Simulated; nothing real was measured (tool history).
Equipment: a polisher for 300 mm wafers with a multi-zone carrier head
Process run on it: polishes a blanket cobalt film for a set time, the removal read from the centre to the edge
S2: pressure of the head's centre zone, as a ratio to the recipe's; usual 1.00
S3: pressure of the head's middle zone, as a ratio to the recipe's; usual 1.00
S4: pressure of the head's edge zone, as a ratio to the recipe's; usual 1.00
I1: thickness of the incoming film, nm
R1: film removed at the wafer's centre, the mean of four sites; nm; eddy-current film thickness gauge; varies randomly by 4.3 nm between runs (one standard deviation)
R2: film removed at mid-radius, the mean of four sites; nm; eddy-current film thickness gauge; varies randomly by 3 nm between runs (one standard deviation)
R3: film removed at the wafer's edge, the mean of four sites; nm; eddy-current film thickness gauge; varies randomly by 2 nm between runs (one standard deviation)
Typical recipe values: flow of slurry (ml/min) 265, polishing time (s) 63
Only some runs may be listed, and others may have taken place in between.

run 1 hour=0.0 | flow_of_slurry_(ml/min)=265 S2=1.00 S3=1.00 S4=1.00 polishing_time_(s)=63 | I1=1316.5 | R1=327.0 R2=322.1 R3=326.2
run 2 hour=35.5 | flow_of_slurry_(ml/min)=265 S2=1.00 S3=1.00 S4=1.00 polishing_time_(s)=63 | I1=1331.4 | R1=334.0 R2=324.4 R3=322.4
run 3 hour=82.8 | flow_of_slurry_(ml/min)=335 S2=1.07 S3=1.00 S4=1.00 polishing_time_(s)=63 | I1=1346.4 | R1=370.8 R2=331.9 R3=330.5
-- hour=140.0 carrier head's membrane replaced by a new one
-- hour=163.1 slurry nozzle cleaned
run 4 hour=170.5 | flow_of_slurry_(ml/min)=265 S2=1.08 S3=1.00 S4=1.00 polishing_time_(s)=46 | I1=1330.4 | R1=269.9 R2=231.4 R3=235.8
run 5 hour=213.7 | flow_of_slurry_(ml/min)=265 S2=1.07 S3=1.00 S4=1.00 polishing_time_(s)=42 | I1=1321.2 | R1=245.3 R2=214.3 R3=214.1
-- hour=300.9 edge zone pressure recalibrated
run 6 hour=395.0 | flow_of_slurry_(ml/min)=265 S2=0.96 S3=0.94 S4=1.04 polishing_time_(s)=52 | I1=1321.0 | R1=271.7 R2=257.3 R3=273.5
-- hour=428.3 worn pad replaced by a new one
run 7 hour=461.9 | flow_of_slurry_(ml/min)=310 S2=1.00 S3=1.00 S4=1.00 polishing_time_(s)=63 | I1=1347.6 | R1=350.1 R2=322.4 R3=332.4
-- hour=478.4 centre zone pressure recalibrated
run 8 hour=519.5 | flow_of_slurry_(ml/min)=265 S2=1.00 S3=1.00 S4=1.00 polishing_time_(s)=63 | I1=1318.6 | R1=333.3 R2=313.7 R3=323.4
run 9 hour=589.6 | flow_of_slurry_(ml/min)=265 S2=1.00 S3=0.91 S4=1.04 polishing_time_(s)=82 | I1=1335.8 | R1=431.0 R2=398.7 R3=426.3
-- hour=656.3 slurry nozzle cleaned
run 10 hour=657.2 | flow_of_slurry_(ml/min)=265 S2=1.04 S3=1.00 S4=1.11 polishing_time_(s)=45 | I1=1340.8 | R1=247.1 R2=232.9 R3=242.1
run 11 hour=721.0 | flow_of_slurry_(ml/min)=210 S2=1.05 S3=1.04 S4=1.00 polishing_time_(s)=63 | I1=1338.4 | R1=333.0 R2=316.1 R3=317.6
run 12 hour=756.3 | flow_of_slurry_(ml/min)=265 S2=1.04 S3=1.00 S4=1.11 polishing_time_(s)=45 | I1=1308.8 | R1=255.6 R2=231.3 R3=245.5
-- hour=778.1 edge zone pressure recalibrated
run 13 hour=802.8 | flow_of_slurry_(ml/min)=265 S2=1.00 S3=1.00 S4=1.08 polishing_time_(s)=84 | I1=1341.5 | R1=457.5 R2=426.1 R3=447.9
-- hour=839.0 worn pad replaced by a new one
run 14 hour=862.9 | flow_of_slurry_(ml/min)=265 S2=1.00 S3=1.00 S4=1.00 polishing_time_(s)=63 | I1=1335.6 | R1=347.3 R2=323.0 R3=325.4
run 15 hour=887.8 | flow_of_slurry_(ml/min)=235 S2=1.00 S3=1.08 S4=0.89 polishing_time_(s)=44 | I1=1343.3 | R1=233.4 R2=231.5 R3=212.2
run 16 hour=940.0 | flow_of_slurry_(ml/min)=265 S2=0.97 S3=1.00 S4=1.00 polishing_time_(s)=63 | I1=1327.5 | R1=337.8 R2=317.6 R3=324.5
run 17 hour=984.2 | flow_of_slurry_(ml/min)=265 S2=1.00 S3=1.10 S4=1.12 polishing_time_(s)=71 | I1=1341.2 | R1=379.1 R2=383.3 R3=385.9
run 18 hour=1038.8 | flow_of_slurry_(ml/min)=265 S2=1.00 S3=1.00 S4=1.00 polishing_time_(s)=42 | I1=1316.4 | R1=230.7 R2=214.2 R3=216.8
run 19 hour=1081.8 | flow_of_slurry_(ml/min)=265 S2=1.00 S3=1.00 S4=0.96 polishing_time_(s)=63 | I1=1330.2 | R1=339.9 R2=318.8 R3=318.5
-- hour=1114.9 slurry nozzle cleaned
run 20 hour=1139.7 | flow_of_slurry_(ml/min)=265 S2=0.91 S3=1.00 S4=0.92 polishing_time_(s)=75 | I1=1338.3 | R1=379.8 R2=383.5 R3=368.8
-- hour=1205.9 centre zone pressure recalibrated
run 21 hour=1227.8 | flow_of_slurry_(ml/min)=265 S2=0.92 S3=1.06 S4=0.94 polishing_time_(s)=63 | I1=1334.9 | R1=289.5 R2=329.7 R3=310.2
-- hour=1238.3 edge zone pressure recalibrated
run 22 hour=1271.6 | flow_of_slurry_(ml/min)=265 S2=1.00 S3=1.10 S4=1.00 polishing_time_(s)=48 | I1=1357.1 | R1=242.7 R2=262.5 R3=249.4
-- hour=1305.5 worn pad replaced by a new one
run 23 hour=1322.3 | flow_of_slurry_(ml/min)=205 S2=1.00 S3=1.00 S4=1.04 polishing_time_(s)=63 | I1=1320.4 | R1=317.5 R2=308.4 R3=320.2

What if the next run were any one of these 3? Each begins from the tool's condition after run 23:
run A hour=1322.7 | flow_of_slurry_(ml/min)=265 S2=1.00 S3=1.00 S4=1.00 polishing_time_(s)=63 | I1=1344.1 | R1=? R2=? R3=?
run B hour=1322.7 | flow_of_slurry_(ml/min)=265 S2=1.00 S3=1.04 S4=1.10 polishing_time_(s)=63 | I1=1344.1 | R1=? R2=? R3=?
run C hour=1322.7 | flow_of_slurry_(ml/min)=265 S2=0.93 S3=1.00 S4=1.00 polishing_time_(s)=63 | I1=1344.1 | R1=? R2=? R3=?

run=A R1=322.3 R2=320.7 R3=322.7
run=B R1=322.4 R2=328.1 R3=338.2
run=C R1=299.6 R2=320.9 R3=322.7
Stripped of hidden state, with their random variation kept, the same runs would have yielded:
run=A R1=313.3 R2=320.8 R3=322.7
run=B R1=313.4 R2=328.2 R3=338.2
run=C R1=291.2 R2=320.9 R3=322.7
